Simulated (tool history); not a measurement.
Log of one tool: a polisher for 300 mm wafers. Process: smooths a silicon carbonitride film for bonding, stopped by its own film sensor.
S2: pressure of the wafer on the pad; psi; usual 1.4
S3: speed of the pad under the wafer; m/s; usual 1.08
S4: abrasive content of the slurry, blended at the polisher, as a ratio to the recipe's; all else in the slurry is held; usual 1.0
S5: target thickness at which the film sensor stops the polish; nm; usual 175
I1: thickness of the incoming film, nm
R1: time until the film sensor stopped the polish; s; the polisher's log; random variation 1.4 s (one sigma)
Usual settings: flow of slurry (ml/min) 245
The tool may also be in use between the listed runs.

{"run": 1, "hour": 0.0, "flow of slurry (ml/min)": 245, "S2": 1.4, "S3": 1.08, "S4": 1.0, "S5": 171, "I1": 198.2, "R1": 119.2}
{"run": 2, "hour": 75.4, "flow of slurry (ml/min)": 245, "S2": 1.4, "S3": 0.84, "S4": 1.0, "S5": 175, "I1": 196.4, "R1": 117.3}
{"run": 3, "hour": 113.6, "flow of slurry (ml/min)": 245, "S2": 1.4, "S3": 0.84, "S4": 1.0, "S5": 175, "I1": 195.8, "R1": 117.9}
{"run": 4, "hour": 172.5, "flow of slurry (ml/min)": 245, "S2": 1.4, "S3": 1.08, "S4": 1.0, "S5": 175, "I1": 200.5, "R1": 116.5}
{"run": 5, "hour": 279.4, "flow of slurry (ml/min)": 245, "S2": 1.4, "S3": 1.08, "S4": 1.0, "S5": 175, "I1": 198.6, "R1": 108.4}
{"hour": 296.1, "done": "slurry nozzle cleaned"}
{"hour": 316.0, "done": "worn pad replaced by a new one"}
{"run": 6, "hour": 320.4, "flow of slurry (ml/min)": 245, "S2": 1.4, "S3": 1.28, "S4": 0.8, "S5": 175, "I1": 197.1, "R1": 104.0}
{"run": 7, "hour": 420.8, "flow of slurry (ml/min)": 245, "S2": 1.4, "S3": 1.08, "S4": 1.0, "S5": 175, "I1": 197.7, "R1": 102.5}
{"run": 8, "hour": 500.0, "flow of slurry (ml/min)": 245, "S2": 1.8, "S3": 1.08, "S4": 1.0, "S5": 175, "I1": 199.8, "R1": 89.9}
{"hour": 521.8, "done": "slurry blender recalibrated"}
{"run": 9, "hour": 592.8, "flow of slurry (ml/min)": 245, "S2": 1.4, "S3": 1.08, "S4": 1.0, "S5": 175, "I1": 196.5, "R1": 100.4}
{"run": 10, "hour": 658.9, "flow of slurry (ml/min)": 245, "S2": 1.4, "S3": 1.08, "S4": 1.0, "S5": 175, "I1": 198.8, "R1": 111.0}
{"hour": 735.4, "done": "head pressure recalibrated"}
{"run": 11, "hour": 762.3, "flow of slurry (ml/min)": 245, "S2": 1.4, "S3": 1.38, "S4": 1.0, "S5": 175, "I1": 203.6, "R1": 104.9}
{"run": 12, "hour": 827.2, "flow of slurry (ml/min)": 245, "S2": 1.1, "S3": 1.34, "S4": 1.0, "S5": 170, "I1": 196.5, "R1": 128.4}
{"hour": 892.6, "done": "slurry nozzle cleaned"}
{"run": 13, "hour": 922.0, "flow of slurry (ml/min)": 175, "S2": 1.2, "S3": 1.08, "S4": 1.0, "S5": 175, "I1": 203.0, "R1": 159.9}
{"run": 14, "hour": 988.7, "flow of slurry (ml/min)": 245, "S2": 1.4, "S3": 1.08, "S4": 1.0, "S5": 175, "I1": 198.6, "R1": 107.4}
{"hour": 1047.8, "done": "worn pad replaced by a new one"}
{"run": 15, "hour": 1048.3, "flow of slurry (ml/min)": 245, "S2": 1.6, "S3": 1.08, "S4": 0.7, "S5": 178, "I1": 197.4, "R1": 102.6}
{"run": 16, "hour": 1093.6, "flow of slurry (ml/min)": 175, "S2": 1.4, "S3": 1.28, "S4": 1.1, "S5": 180, "I1": 198.6, "R1": 73.5}
{"hour": 1131.4, "done": "slurry blender recalibrated"}
{"run": 17, "hour": 1174.1, "flow of slurry (ml/min)": 170, "S2": 1.4, "S3": 1.08, "S4": 1.0, "S5": 175, "I1": 201.3, "R1": 131.9}
{"run": 18, "hour": 1272.3, "flow of slurry (ml/min)": 195, "S2": 1.4, "S3": 1.08, "S4": 1.0, "S5": 171, "I1": 197.7, "R1": 127.0}
{"run": 19, "hour": 1315.6, "flow of slurry (ml/min)": 285, "S2": 1.4, "S3": 1.08, "S4": 1.0, "S5": 170, "I1": 197.0, "R1": 125.5}
{"run": 20, "hour": 1356.7, "flow of slurry (ml/min)": 245, "S2": 1.4, "S3": 0.76, "S4": 1.0, "S5": 175, "I1": 197.2, "R1": 136.7}
{"run": 21, "hour": 1412.2, "flow of slurry (ml/min)": 245, "S2": 1.3, "S3": 1.08, "S4": 1.0, "S5": 175, "I1": 196.0, "R1": 105.4}
{"run": 22, "hour": 1476.5, "flow of slurry (ml/min)": 245, "S2": 1.8, "S3": 1.08, "S4": 0.8, "S5": 170, "I1": 201.9, "R1": 135.3}
{"hour": 1502.7, "done": "slurry nozzle cleaned"}
{"run": 23, "hour": 1558.3, "flow of slurry (ml/min)": 245, "S2": 1.4, "S3": 1.08, "S4": 1.0, "S5": 175, "I1": 200.1, "R1": 118.3}
{"run": 24, "hour": 1633.5, "flow of slurry (ml/min)": 210, "S2": 1.6, "S3": 1.08, "S4": 1.2, "S5": 170, "I1": 197.3, "R1": 105.2}

The next listed run, before its measurement:
{"hour": 1639.3, "done": "head pressure recalibrated"}
{"run": 25, "hour": 1673.4, "flow of slurry (ml/min)": 245, "S2": 1.8, "S3": 1.08, "S4": 0.9, "S5": 175, "I1": 202.2, "R1": "?"}

{"run 25": {"R1": 99.2}}
Without the tool's hidden state the same run would have given R1 99.2 s.
